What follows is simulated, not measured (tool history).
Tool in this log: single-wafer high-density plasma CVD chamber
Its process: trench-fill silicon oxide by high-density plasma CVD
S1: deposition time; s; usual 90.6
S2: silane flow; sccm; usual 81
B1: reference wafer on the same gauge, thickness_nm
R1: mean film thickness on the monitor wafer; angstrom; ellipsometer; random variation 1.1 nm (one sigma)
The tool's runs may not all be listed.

| run | hour | S1 | S2 | B1 | R1 |
|---|---|---|---|---|---|
| 1 | 0 | 90.6 | 81 | 616.138 | 7627.09 |
| 2 | 10.5 | 90.6 | 81 | 616.13 | 7662.78 |
| 3 | 26.9 | 90.6 | 71 | 616.049 | 7052.53 |
| 4 | 33.5 | 90.6 | 71 | 615.908 | 7049.06 |
| 5 | 44.5 | 90.6 | 71 | 615.882 | 7053.26 |
| 6 | 53.4 | 77.1 | 81 | 615.889 | 6520.04 |
| 7 | 89.7 | 77.1 | 81 | 615.965 | 6477.82 |
| 8 | 104.2 | 76.9 | 92 | 616.135 | 7040.86 |
| 9 | 114.3 | 90.6 | 81 | 615.881 | 7648.04 |
| 10 | 121.8 | 90.6 | 81 | 615.923 | 7634.73 |
|  | 127.2 | gauge calibrated |
|  | 133 | silane flow controller replaced |
| 11 | 138.3 | 101.5 | 71 | 616.272 | 7895.46 |
| 12 | 155.1 | 101.5 | 71 | 616.267 | 7873.51 |
| 13 | 168.7 | 90.6 | 97 | 616.081 | 8583.27 |
| 14 | 178 | 90.6 | 81 | 616.01 | 7649.36 |
| 15 | 189.5 | 90.6 | 87 | 615.946 | 8009.6 |
| 16 | 227.6 | 90.6 | 81 | 616.295 | 7633.56 |
| 17 | 233.8 | 105 | 96 | 615.918 | 9846.77 |
| 18 | 280.4 | 77.1 | 81 | 616.056 | 6503.42 |
| 19 | 289.6 | 79 | 90 | 615.944 | 7134.74 |
| 20 | 300.1 | 90.6 | 67 | 615.93 | 6820.25 |
| 21 | 308.9 | 100.8 | 81 | 615.682 | 8495.29 |
| 22 | 318.5 | 90.6 | 81 | 616.108 | 7640.87 |
| 23 | 330.2 | 108.4 | 86 | 616.265 | 9474.12 |
| 24 | 344.9 | 90.6 | 81 | 616.055 | 7625.15 |

Each row is a separate what-if for the run after 24, all from the same tool condition, not one after another. Results?
| A | 345.3 | 90.6 | 81 | ? | ? |
| B | 345.3 | 73.4 | 67 | ? | ? |
| C | 345.3 | 75.5 | 81 | ? | ? |
| D | 345.3 | 78.1 | 70 | ? | ? |
| E | 345.3 | 103.6 | 68 | ? | ? |

| run | B1 | R1 |
|---|---|---|
| A | 615.924 | 7646.41 |
| B | 615.924 | 5526.76 |
| C | 615.924 | 6372.01 |
| D | 615.924 | 6032.96 |
| E | 615.924 | 7868.06 |
What these runs would have given with no unlogged condition in the tool:
| run | R1 |
|---|---|
| A | 7646.41 |
| B | 5526.76 |
| C | 6372.01 |
| D | 6032.96 |
| E | 7868.06 |

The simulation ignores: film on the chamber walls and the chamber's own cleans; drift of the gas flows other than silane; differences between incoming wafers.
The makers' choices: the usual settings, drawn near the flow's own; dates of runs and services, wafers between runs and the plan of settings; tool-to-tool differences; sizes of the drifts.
